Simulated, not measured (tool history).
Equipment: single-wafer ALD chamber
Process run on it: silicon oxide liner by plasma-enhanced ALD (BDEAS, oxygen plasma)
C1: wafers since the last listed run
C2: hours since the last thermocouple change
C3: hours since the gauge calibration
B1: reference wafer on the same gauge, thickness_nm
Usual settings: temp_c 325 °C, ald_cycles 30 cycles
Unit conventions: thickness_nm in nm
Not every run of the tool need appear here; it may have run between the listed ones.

Run 1, hour 0: usual settings but temp_c 332 °C; C1 0; C2 675; C3 564.2; B1 2.559. Result: thickness_nm 2.766 nm.
Run 2, hour 13.6: usual settings but temp_c 332 °C; C1 161; C2 688.6; C3 577.8; B1 2.56. Result: thickness_nm 2.762 nm.
Run 3, hour 32.6: usual settings but temp_c 331 °C; C1 225; C2 707.6; C3 596.8; B1 2.561. Result: thickness_nm 2.78 nm.
At hour 39.3: gauge calibrated.
Run 4, hour 57.3: usual settings; C1 293; C2 732.3; C3 18; B1 2.56. Result: thickness_nm 2.792 nm.
Run 5, hour 72.4: usual settings; C1 179; C2 747.4; C3 33.1; B1 2.56. Result: thickness_nm 2.778 nm.
Run 6, hour 84.9: usual settings; C1 148; C2 759.9; C3 45.6; B1 2.561. Result: thickness_nm 2.797 nm.
Run 7, hour 97: usual settings; C1 143; C2 772; C3 57.7; B1 2.559. Result: thickness_nm 2.789 nm.
Run 8, hour 120.6: usual settings; C1 280; C2 795.6; C3 81.3; B1 2.561. Result: thickness_nm 2.788 nm.
Run 9, hour 137: usual settings; C1 194; C2 812; C3 97.7; B1 2.56. Result: thickness_nm 2.786 nm.
Run 10, hour 160.3: usual settings; C1 276; C2 835.3; C3 121; B1 2.559. Result: thickness_nm 2.788 nm.
Run 11, hour 173.1: usual settings; C1 151; C2 848.1; C3 133.8; B1 2.56. Result: thickness_nm 2.799 nm.
Run 12, hour 197: usual settings but temp_c 336 °C; C1 283; C2 872; C3 157.7; B1 2.559. Result: thickness_nm 2.757 nm.
Run 13, hour 293: usual settings but temp_c 336 °C; C1 1139; C2 968; C3 253.7; B1 2.56. Result: thickness_nm 2.745 nm.
Run 14, hour 306.8: usual settings but temp_c 328 °C; C1 163; C2 981.8; C3 267.5; B1 2.56. Result: thickness_nm 2.78 nm.
Run 15, hour 334.8: usual settings but temp_c 328 °C; C1 332; C2 1009.8; C3 295.5; B1 2.561. Result: thickness_nm 2.789 nm.
Run 16, hour 364.2: usual settings but temp_c 328 °C; C1 348; C2 1039.2; C3 324.9; B1 2.56. Result: thickness_nm 2.767 nm.
Run 17, hour 397.1: usual settings; C1 390; C2 1072.1; C3 357.8; B1 2.56. Result: thickness_nm 2.802 nm.
Run 18, hour 427.5: usual settings but ald_cycles 32 cycles; C1 360; C2 1102.5; C3 388.2; B1 2.561. Result: thickness_nm 2.976 nm.
Run 19, hour 455: usual settings but ald_cycles 32 cycles; C1 326; C2 1130; C3 415.7; B1 2.56. Result: thickness_nm 2.971 nm.
Run 20, hour 518.8: usual settings; C1 757; C2 1193.8; C3 479.5; B1 2.559. Result: thickness_nm 2.796 nm.
Run 21, hour 531: usual settings; C1 144; C2 1206; C3 491.7; B1 2.561. Result: thickness_nm 2.788 nm.
Run 22, hour 553: usual settings but temp_c 335 °C, ald_cycles 32 cycles; C1 261; C2 1228; C3 513.7; B1 2.559. Result: thickness_nm 2.937 nm.
Run 23, hour 572.1: usual settings but temp_c 312 °C, ald_cycles 24 cycles; C1 226; C2 1247.1; C3 532.8; B1 2.561. Result: thickness_nm 2.274 nm.
Run 24, hour 599: usual settings but temp_c 331 °C, ald_cycles 25 cycles; C1 319; C2 1274; C3 559.7; B1 2.559. Result: thickness_nm 2.302 nm.
At hour 620.7: thermocouple changed; heater temperature recalibrated.
Run 25, hour 630.6: usual settings; C1 280; C2 9.9; C3 591.3; B1 2.559. Result: thickness_nm 2.793 nm.
Run 26, hour 647.2: usual settings but temp_c 311 °C, ald_cycles 32 cycles; C1 197; C2 26.5; C3 607.9; B1 2.56. Result: thickness_nm 3.04 nm.
At hour 658.2: gauge calibrated.
Run 27, hour 660.4: usual settings but ald_cycles 33 cycles; C1 156; C2 39.7; C3 2.2; B1 2.559. Result: thickness_nm 3.067 nm.
Run 28, hour 695.7: usual settings; C1 418; C2 75; C3 37.5; B1 2.561. Result: thickness_nm 2.777 nm.
Run 29, hour 716.9: usual settings; C1 251; C2 96.2; C3 58.7; B1 2.56. Result: thickness_nm 2.787 nm.
Run 30, hour 752.3: usual settings; C1 420; C2 131.6; C3 94.1; B1 2.561. Result: thickness_nm 2.784 nm.
Run 31, hour 779.6: usual settings; C1 324; C2 158.9; C3 121.4; B1 2.561. Result: thickness_nm 2.779 nm.
Run 32, hour 799.2: usual settings but temp_c 333 °C, ald_cycles 33 cycles; C1 232; C2 178.5; C3 141; B1 2.56. Result: thickness_nm 3.028 nm.
Run 33, hour 833.5: usual settings; C1 407; C2 212.8; C3 175.3; B1 2.56. Result: thickness_nm 2.807 nm.
Run 34, hour 880.7: usual settings; C1 560; C2 260; C3 222.5; B1 2.56. Result: thickness_nm 2.795 nm.
Run 35, hour 912.9: usual settings but temp_c 338 °C, ald_cycles 25 cycles; C1 382; C2 292.2; C3 254.7; B1 2.56. Result: thickness_nm 2.281 nm.
Run 36, hour 934.3: usual settings but temp_c 317 °C, ald_cycles 26 cycles; C1 253; C2 313.6; C3 276.1; B1 2.56. Result: thickness_nm 2.444 nm.
Run 37, hour 960.4: usual settings but temp_c 329 °C; C1 309; C2 339.7; C3 302.2; B1 2.56. Result: thickness_nm 2.782 nm.
Run 38, hour 977.2: usual settings; C1 199; C2 356.5; C3 319; B1 2.56. Result: thickness_nm 2.78 nm.
Run 39, hour 1008.3: usual settings but temp_c 335 °C, ald_cycles 25 cycles; C1 369; C2 387.6; C3 350.1; B1 2.561. Result: thickness_nm 2.286 nm.
Run 40, hour 1040.9: usual settings but ald_cycles 34 cycles; C1 386; C2 420.2; C3 382.7; B1 2.56. Result: thickness_nm 3.155 nm.
Run 41, hour 1070.3: usual settings but temp_c 329 °C, ald_cycles 27 cycles; C1 348; C2 449.6; C3 412.1; B1 2.559. Result: thickness_nm 2.499 nm.
Run 42, hour 1104.8: usual settings but temp_c 321 °C, ald_cycles 26 cycles; C1 409; C2 484.1; C3 446.6; B1 2.56. Result: thickness_nm 2.423 nm.

What the log doesn't show, run by run:
wafer temperature above the value expected at the setpoint (K): 0 at every run
gauge reads high (%): 0 at every run
